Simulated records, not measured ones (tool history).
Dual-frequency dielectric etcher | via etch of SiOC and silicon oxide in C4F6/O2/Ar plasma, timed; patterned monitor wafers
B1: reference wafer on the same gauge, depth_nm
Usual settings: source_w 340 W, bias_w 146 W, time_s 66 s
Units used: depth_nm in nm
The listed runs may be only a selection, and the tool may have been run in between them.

{"run": 1, "day": 0.0, "source_w": 340, "bias_w": 155, "time_s": 66, "B1": 70.9, "depth_nm": 64.7}
{"run": 2, "day": 0.888, "source_w": 340, "bias_w": 155, "time_s": 66, "B1": 70.7, "depth_nm": 64.7}
{"run": 3, "day": 1.758, "source_w": 340, "bias_w": 155, "time_s": 66, "B1": 70.7, "depth_nm": 65}
{"day": 2.617, "done": "source power generator calibrated"}
{"run": 4, "day": 2.638, "source_w": 340, "bias_w": 146, "time_s": 66, "B1": 70.6, "depth_nm": 63.5}
{"run": 5, "day": 3.158, "source_w": 340, "bias_w": 146, "time_s": 66, "B1": 70.6, "depth_nm": 63.6}
{"run": 6, "day": 3.721, "source_w": 340, "bias_w": 146, "time_s": 66, "B1": 70.6, "depth_nm": 63.6}
{"run": 7, "day": 5.025, "source_w": 340, "bias_w": 146, "time_s": 66, "B1": 70.5, "depth_nm": 63.6}
{"run": 8, "day": 5.725, "source_w": 340, "bias_w": 146, "time_s": 66, "B1": 70.5, "depth_nm": 63.3}
{"run": 9, "day": 6.696, "source_w": 340, "bias_w": 146, "time_s": 66, "B1": 70.4, "depth_nm": 63.3}
{"run": 10, "day": 7.771, "source_w": 340, "bias_w": 146, "time_s": 66, "B1": 70.3, "depth_nm": 63.1}
{"run": 11, "day": 8.988, "source_w": 340, "bias_w": 146, "time_s": 66, "B1": 70.2, "depth_nm": 63.3}
{"run": 12, "day": 10.329, "source_w": 400, "bias_w": 146, "time_s": 66, "B1": 70.1, "depth_nm": 66.9}
{"run": 13, "day": 11.646, "source_w": 340, "bias_w": 146, "time_s": 66, "B1": 70, "depth_nm": 63.3}
{"run": 14, "day": 12.642, "source_w": 340, "bias_w": 159, "time_s": 71, "B1": 69.8, "depth_nm": 69}
{"day": 12.888, "done": "gauge calibrated"}
{"run": 15, "day": 13.617, "source_w": 280, "bias_w": 114, "time_s": 73.5, "B1": 72.3, "depth_nm": 64.5}
{"day": 14.058, "done": "bias power generator calibrated"}
{"run": 16, "day": 14.817, "source_w": 340, "bias_w": 146, "time_s": 66, "B1": 72.3, "depth_nm": 64.8}
{"run": 17, "day": 15.683, "source_w": 380, "bias_w": 177, "time_s": 56, "B1": 72.3, "depth_nm": 59.6}
{"run": 18, "day": 16.867, "source_w": 270, "bias_w": 127, "time_s": 54.5, "B1": 72.3, "depth_nm": 48.5}
{"day": 18.004, "done": "upper electrode replaced"}
{"day": 19.267, "done": "wet clean of the chamber"}
{"run": 19, "day": 20.204, "source_w": 320, "bias_w": 163, "time_s": 66, "B1": 72.3, "depth_nm": 65.6}
{"run": 20, "day": 20.75, "source_w": 260, "bias_w": 174, "time_s": 76, "B1": 72.2, "depth_nm": 73.2}
{"run": 21, "day": 21.854, "source_w": 340, "bias_w": 146, "time_s": 66, "B1": 72.2, "depth_nm": 65.4}
{"run": 22, "day": 22.917, "source_w": 340, "bias_w": 146, "time_s": 66, "B1": 72.2, "depth_nm": 64.9}
{"run": 23, "day": 24.354, "source_w": 340, "bias_w": 119, "time_s": 66, "B1": 72.1, "depth_nm": 62.1}

What will run 24 give?
{"run": 24, "day": 25.396, "source_w": 300, "bias_w": 146, "time_s": 66, "B1": "?", "depth_nm": "?"}

B1: 72.2
depth_nm: 62.4 nm
If the tool had no hidden condition, the same run with the same run-to-run variation would have returned depth_nm 62.3 nm.
